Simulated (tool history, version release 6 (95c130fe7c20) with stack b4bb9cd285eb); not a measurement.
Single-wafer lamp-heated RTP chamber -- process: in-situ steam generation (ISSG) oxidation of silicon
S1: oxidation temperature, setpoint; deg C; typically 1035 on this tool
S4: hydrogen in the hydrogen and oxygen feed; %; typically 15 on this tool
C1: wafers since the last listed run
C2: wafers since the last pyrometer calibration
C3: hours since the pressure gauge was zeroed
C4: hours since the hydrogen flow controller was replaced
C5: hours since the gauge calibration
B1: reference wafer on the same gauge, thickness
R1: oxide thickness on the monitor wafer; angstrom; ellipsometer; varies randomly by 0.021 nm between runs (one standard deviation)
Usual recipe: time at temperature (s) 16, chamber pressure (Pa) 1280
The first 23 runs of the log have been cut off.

{"run": 24, "hour": 559.5, "S1": 1035, "time at temperature (s)": 14, "chamber pressure (Pa)": 1280, "S4": 11, "C1": 92, "C2": 1505, "C3": 140.2, "C4": 98, "C5": 460.3, "B1": 4.502, "R1": 39.28}
{"run": 25, "hour": 587.2, "S1": 1022, "time at temperature (s)": 12, "chamber pressure (Pa)": 1280, "S4": 18, "C1": 147, "C2": 1652, "C3": 167.9, "C4": 125.7, "C5": 488, "B1": 4.495, "R1": 38.87}
{"run": 26, "hour": 622.4, "S1": 1054, "time at temperature (s)": 14, "chamber pressure (Pa)": 1280, "S4": 19, "C1": 187, "C2": 1839, "C3": 203.1, "C4": 160.9, "C5": 523.2, "B1": 4.493, "R1": 48.61}
{"run": 27, "hour": 644.7, "S1": 1035, "time at temperature (s)": 16, "chamber pressure (Pa)": 1280, "S4": 15, "C1": 118, "C2": 1958, "C3": 225.4, "C4": 183.2, "C5": 545.5, "B1": 4.5, "R1": 45.17}
{"run": 28, "hour": 678.0, "S1": 1048, "time at temperature (s)": 16, "chamber pressure (Pa)": 1280, "S4": 22, "C1": 177, "C2": 2135, "C3": 258.7, "C4": 216.5, "C5": 578.8, "B1": 4.499, "R1": 52.72}
{"run": 29, "hour": 711.3, "S1": 1054, "time at temperature (s)": 16, "chamber pressure (Pa)": 1213, "S4": 15, "C1": 177, "C2": 2312, "C3": 292, "C4": 249.8, "C5": 612.1, "B1": 4.506, "R1": 49.84}
{"run": 30, "hour": 737.4, "S1": 1035, "time at temperature (s)": 16, "chamber pressure (Pa)": 1280, "S4": 15, "C1": 138, "C2": 2451, "C3": 318.1, "C4": 275.9, "C5": 638.2, "B1": 4.503, "R1": 45.19}
{"run": 31, "hour": 778.9, "S1": 1035, "time at temperature (s)": 16, "chamber pressure (Pa)": 1280, "S4": 15, "C1": 220, "C2": 2672, "C3": 359.6, "C4": 317.4, "C5": 679.7, "B1": 4.501, "R1": 45.23}
{"run": 32, "hour": 802.9, "S1": 1041, "time at temperature (s)": 16, "chamber pressure (Pa)": 1280, "S4": 15, "C1": 127, "C2": 2799, "C3": 383.6, "C4": 341.4, "C5": 703.7, "B1": 4.501, "R1": 46.91}

3 options for the next run, each taken on its own from the tool as it stands now. Forecast them:
{"run": "A", "hour": 803.3, "S1": 1035, "time at temperature (s)": 16, "chamber pressure (Pa)": 1280, "S4": 15, "C1": 2, "C2": 2801, "C3": 384, "C4": 341.8, "C5": 704.1, "B1": "?", "R1": "?"}
{"run": "B", "hour": 803.3, "S1": 1045, "time at temperature (s)": 16, "chamber pressure (Pa)": 1280, "S4": 15, "C1": 2, "C2": 2801, "C3": 384, "C4": 341.8, "C5": 704.1, "B1": "?", "R1": "?"}
{"run": "C", "hour": 803.3, "S1": 1021, "time at temperature (s)": 20, "chamber pressure (Pa)": 1227, "S4": 24, "C1": 2, "C2": 2801, "C3": 384, "C4": 341.8, "C5": 704.1, "B1": "?", "R1": "?"}

run=A B1=4.506 R1=45.26
run=B B1=4.506 R1=47.53
run=C B1=4.506 R1=52.81
Without the tool's unlogged condition, the same runs would have read:
run=A R1=45.26
run=B R1=47.53
run=C R1=52.81
